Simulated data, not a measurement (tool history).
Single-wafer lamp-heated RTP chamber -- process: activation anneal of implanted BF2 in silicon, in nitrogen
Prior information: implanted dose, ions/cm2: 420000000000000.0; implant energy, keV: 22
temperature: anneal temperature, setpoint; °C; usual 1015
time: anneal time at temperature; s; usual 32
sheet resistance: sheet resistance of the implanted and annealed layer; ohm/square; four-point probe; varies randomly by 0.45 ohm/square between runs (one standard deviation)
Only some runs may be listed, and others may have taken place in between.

run   hour  temperature  time  wafers since the last listed run  wafers since the last pyrometer calibration  wafers since the reflector plate was cleaned  hours since the gauge calibration  read-back reference wafer on the same gauge, sheet resistance  sheet resistance
  1      0          995    37                                 0                                         3072                                          5060                               57.9                                                         243.96            304.13
  2     16          995    37                               316                                         3388                                          5376                               73.9                                                         244.06            304.12
  3   29.9         1022    46                               274                                         3663                                          5651                               87.8                                                         243.88             294.5
  4     38         1032    27                               160                                         3823                                          5811                               95.9                                                         244.07            298.97
  5   49.1         1015    32                               219                                         4042                                          6030                                107                                                         244.03            300.82
  6   57.3         1015    32                               161                                         4204                                          6192                              115.2                                                         244.12            299.96
  7   69.9          994    19                               248                                         4453                                          6441                              127.8                                                         243.95            308.54
  8   78.9          994    19                               177                                         4631                                          6619                              136.8                                                         243.91            309.37
  9   88.7          994    19                               193                                         4824                                          6813                              146.6                                                         243.94            308.85
 10  100.2         1015    32                               227                                         5052                                          7040                              158.1                                                          244.1            299.35
 11  118.1         1009    19                               353                                         5405                                          7393                                176                                                         243.95            305.06
 12  132.6         1009    19                               286                                         5692                                          7680                              190.5                                                         244.04            305.64
 13  141.7         1009    19                               179                                         5871                                          7860                              199.6                                                         244.04            304.62
 14  152.9          985    27                               221                                         6093                                          8081                              210.8                                                         244.01            308.81
     165.5  -- pyrometer window cleaned and pyrometer calibrated
 15    166         1033    16                               100                                            9                                          8182                              223.9                                                         243.96            303.77
 16    180         1033    45                               276                                          285                                          8458                              237.9                                                         243.96            293.71
 17  188.5         1015    42                               167                                          453                                          8626                              246.4                                                         243.94            298.87
 18  198.2         1034    48                               191                                          645                                          8818                              256.1                                                         243.99            292.98
 19  214.7         1003    40                               325                                          971                                          9144                              272.6                                                         243.93            302.36
 20  222.2         1015    32                               148                                         1119                                          9292                              280.1                                                         243.91            300.75
     226.9  -- gauge calibrated
 21  235.4         1015    32                               260                                         1380                                          9553                                8.5                                                         243.92            301.38
     261.1  -- reflector plate cleaned
 22  269.1         1033    16                               507                                         1888                                           158                               42.2                                                         244.06             303.2
 23  284.5          995    48                               304                                         2192                                           462                               57.6                                                         244.01            302.27
 24  296.5         1041    45                               237                                         2429                                           699                               69.6                                                         243.96            290.52
 25  310.6         1015    32                               278                                         2707                                           978                               83.7                                                         244.03            300.47
 26    323          999    13                               244                                         2952                                          1223                               96.1                                                         243.95            310.36
 27  339.6         1002    26                               327                                         3280                                          1551                              112.7                                                         243.93            304.01

Describe how what the log doesn't record of the tool's condition differs between the last listed run preceding each entry between runs and the first listed run following it.
Between runs 14 and 15: pyrometer window cleaned and pyrometer calibrated (hour 165.5)
  true wafer temperature minus pyrometer reading, K: 10.8 -> 0.763
  measured value less the no-hidden-state value, sheet resistance: -4.78 -> -0.16 ohm/square
Between runs 20 and 21: gauge calibrated (hour 226.9)
  true wafer temperature minus pyrometer reading, K: 4.72 -> 5.42
  measured value less the no-hidden-state value, sheet resistance: -1.12 -> -1.3 ohm/square
Between runs 21 and 22: reflector plate cleaned (hour 261.1)
  true wafer temperature minus pyrometer reading, K: 5.42 -> 6.89
  measured value less the no-hidden-state value, sheet resistance: -1.3 -> -1.41 ohm/square
